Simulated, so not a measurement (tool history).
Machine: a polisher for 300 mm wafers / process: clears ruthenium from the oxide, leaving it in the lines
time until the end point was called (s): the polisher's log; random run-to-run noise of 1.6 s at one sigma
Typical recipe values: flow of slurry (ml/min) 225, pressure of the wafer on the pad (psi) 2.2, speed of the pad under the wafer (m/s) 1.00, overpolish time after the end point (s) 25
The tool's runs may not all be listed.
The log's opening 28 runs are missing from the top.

run    hour  flow of slurry (ml/min)  pressure of the wafer on the pad (psi)  speed of the pad under the wafer (m/s)  overpolish time after the end point (s)  incoming thickness of the incoming film, nm  time until the end point was called (s)
     1975.5  -- slurry nozzle cleaned
     1976.2  -- head pressure recalibrated
     1997.8  -- worn pad replaced by a new one
 29  2016.4                      225                                     2.9                                    1.00                                       25                                         85.2                                     66.5
 30  2111.1                      225                                     2.2                                    1.00                                       34                                         85.1                                     86.6
 31  2192.8                      160                                     2.2                                    1.00                                       25                                         84.6                                     93.3
 32  2239.2                      205                                     2.2                                    1.00                                       39                                         85.4                                     90.3
 33  2328.6                      265                                     1.8                                    1.00                                       20                                         83.4                                    103.3
 34  2428.0                      225                                     2.2                                    1.00                                       25                                         85.7                                     92.8
     2508.5  -- worn pad replaced by a new one
     2516.9  -- head pressure recalibrated
 35  2517.4                      225                                     2.2                                    1.00                                       25                                         86.2                                     84.6
 36  2591.0                      225                                     2.2                                    1.32                                       25                                         84.8                                     73.0

Below are 4 alternative next runs, each starting from the tool's condition after run 36. Predict each:
  A  2591.4                      225                                     2.2                                    1.00                                       25                                         84.9                                        ?
  B  2591.4                      295                                     2.2                                    0.72                                       33                                         84.9                                        ?
  C  2591.4                      180                                     1.5                                    0.68                                       15                                         84.9                                        ?
  D  2591.4                      225                                     2.2                                    0.72                                       19                                         84.9                                        ?

run  time until the end point was called (s)
  A                                     83.9
  B                                     97.9
  C                                    145.6
  D                                    100.8
Without the tool's unlogged condition, the same runs would have read:
run  time until the end point was called (s)
  A                                     81.6
  B                                     95.2
  C                                    141.6
  D                                     98.0
